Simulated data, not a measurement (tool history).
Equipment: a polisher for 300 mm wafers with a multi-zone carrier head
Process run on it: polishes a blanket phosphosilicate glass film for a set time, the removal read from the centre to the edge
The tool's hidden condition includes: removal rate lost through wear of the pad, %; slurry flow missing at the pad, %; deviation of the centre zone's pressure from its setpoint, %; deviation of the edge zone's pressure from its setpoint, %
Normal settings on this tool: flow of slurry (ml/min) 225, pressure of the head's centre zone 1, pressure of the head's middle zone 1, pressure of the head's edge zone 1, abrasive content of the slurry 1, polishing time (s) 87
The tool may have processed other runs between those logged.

run   hour  flow of slurry (ml/min)  pressure of the head's centre zone  pressure of the head's middle zone  pressure of the head's edge zone  abrasive content of the slurry  polishing time (s)  wafers since the last listed run  wafers polished on this pad  hours since the slurry nozzle was cleaned  hours since the centre zone pressure was calibrated  hours since the edge zone pressure was calibrated  hours since the carrier head's membrane was replaced  incoming thickness of the incoming film, nm  film removed at the wafer's centre (Å)  film removed at mid-radius (Å)  film removed at the wafer's edge (Å)
  1      0                      225                                   1                                   1                                 1                               1                  87                                 0                          258                                      511.8                                                  899                                             1464.7                                                1126.5                                       4686.9                                    6448                            6411                                  6664
      10.6  -- slurry nozzle cleaned
  2   17.6                      225                                   1                                   1                              0.94                               1                  87                               182                          440                                          7                                                916.6                                             1482.3                                                1144.1                                       4670.4                                    7352                            7153                                  7155
  3   28.3                      225                                   1                                   1                              0.94                               1                  87                               117                          558                                       17.7                                                927.3                                               1493                                                1154.8                                         4725                                    7411                            7281                                  7048
  4     41                      225                                   1                                   1                                 1                               1                  87                               139                          697                                       30.4                                                  940                                             1505.7                                                1167.5                                       4699.6                                    7410                            7229                                  7294
  5   52.9                      225                                 1.1                                 1.1                                 1                            0.85                  87                               130                          828                                       42.3                                                951.9                                             1517.6                                                1179.4                                       4696.6                                    7030                            7123                                  6575
  6   60.2                      180                                   1                                   1                              0.89                               1                  62                                80                          908                                       49.6                                                959.2                                             1524.9                                                1186.7                                       4672.4                                    5132                            4928                                  4721
  7   66.8                      225                                   1                                0.95                              1.03                               1                  74                                72                          981                                       56.2                                                965.8                                             1531.5                                                1193.3                                         4733                                    6389                            5867                                  6265
      75.1  -- worn pad replaced by a new one
  8   82.7                      225                                   1                                   1                                 1                               1                  87                               130                           83                                       72.1                                                981.7                                             1547.4                                                1209.2                                         4691                                    7588                            7210                                  7278
      88.9  -- carrier head's membrane replaced by a new one
      89.1  -- edge zone pressure recalibrated
  9   90.2                      225                                0.93                                1.11                                 1                             0.8                 112                                25                          108                                       79.6                                                989.2                                                1.1                                                   1.3                                       4663.5                                    7974                            8754                                  8255
 10  100.5                      225                                1.07                                   1                                 1                             1.2                  65                               113                          221                                       89.9                                                999.5                                               11.4                                                  11.6                                       4674.9                                    6311                            5949                                  6028
     114.6  -- centre zone pressure recalibrated
 11  116.7                      225                                 1.1                                   1                                 1                               1                  87                               155                          377                                      106.1                                                  2.1                                               27.6                                                  27.8                                       4730.4                                    7735                            7235                                  7227
 12  128.8                      260                                 0.9                                   1                              0.89                               1                  72                               132                          510                                      118.2                                                 14.2                                               39.7                                                  39.9                                       4663.9                                    5909                            6136                                  5763

For run 13, what comes out?
 13  138.2                      225                                   1                                   1                                 1                               1                  87                               103                          613                                      127.6                                                 23.6                                               49.1                                                  49.3                                       4630.8                                       ?                               ?                                     ?

film removed at the wafer's centre (Å): 7417
film removed at mid-radius (Å): 7057
film removed at the wafer's edge (Å): 7263
Without the tool's hidden state the same run would have given film removed at the wafer's centre (Å) 7456, film removed at mid-radius (Å) 7090, film removed at the wafer's edge (Å) 7289.

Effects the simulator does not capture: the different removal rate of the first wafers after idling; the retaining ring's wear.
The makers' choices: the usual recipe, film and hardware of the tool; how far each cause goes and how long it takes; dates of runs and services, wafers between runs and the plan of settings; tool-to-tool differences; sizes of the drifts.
